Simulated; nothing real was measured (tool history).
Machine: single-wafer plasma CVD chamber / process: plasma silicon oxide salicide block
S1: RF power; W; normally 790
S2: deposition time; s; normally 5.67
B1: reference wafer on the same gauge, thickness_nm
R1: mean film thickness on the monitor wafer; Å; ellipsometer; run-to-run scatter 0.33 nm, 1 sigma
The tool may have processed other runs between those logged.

run    hour   S1    S2      B1      R1
  1     0.0  790  5.67  64.918  593.59
  2   100.1  790  5.67  64.844  606.51
  3   174.8  790  6.50  65.033  689.64
  4   260.2  790  6.50  64.987  681.75
  5   354.4  790  6.50  64.979  689.26
  6   395.5  755  5.67  64.805  585.87
  7   442.4  755  5.67  64.913  584.45
  8   539.1  755  5.67  64.948  584.32
  9   789.0  730  6.25  65.012  634.78
 10   855.4  790  5.67  64.931  588.20
 11   941.5  790  5.67  64.841  588.57
 12  1007.0  790  5.67  65.020  591.62
 13  1099.2  790  5.67  64.853  592.76
 14  1227.7  790  5.67  64.647  592.84
     1328.1  -- showerhead replaced
 15  1335.5  790  6.51  64.982  677.30
 16  1383.0  790  5.04  64.933  522.40
 17  1480.9  790  5.67  64.865  592.29
 18  1576.0  875  5.33  64.903  573.49
     1658.1  -- gauge calibrated
 19  1672.7  790  5.67  64.941  585.40
 20  1712.9  640  6.27  64.920  602.99
 21  1797.8  790  5.67  64.865  593.77
 22  1836.1  755  5.67  64.979  575.17
     1935.4  -- RF generator calibrated
 23  2011.1  730  5.15  64.868  531.99
 24  2215.7  845  6.19  64.971  668.31
 25  2281.7  680  6.77  64.852  673.89
 26  2334.0  730  6.07  64.953  614.04
 27  2412.6  730  4.82  64.882  488.51
 28  2460.4  685  6.07  64.925  597.81
 29  2548.0  645  5.67  64.886  551.13

Each row is a separate what-if for the run after 29, all from the same tool condition, not one after another. Results?
  A  2548.4  790  5.67   ?   ?
  B  2548.4  900  5.12   ?   ?
  C  2548.4  640  6.03   ?   ?

run      B1      R1
  A  64.791  589.63
  B  64.791  558.08
  C  64.791  579.43
The same runs, with their run-to-run variation unchanged, on a tool lacking any hidden condition would have given:
run      R1
  A  604.19
  B  571.86
  C  593.75
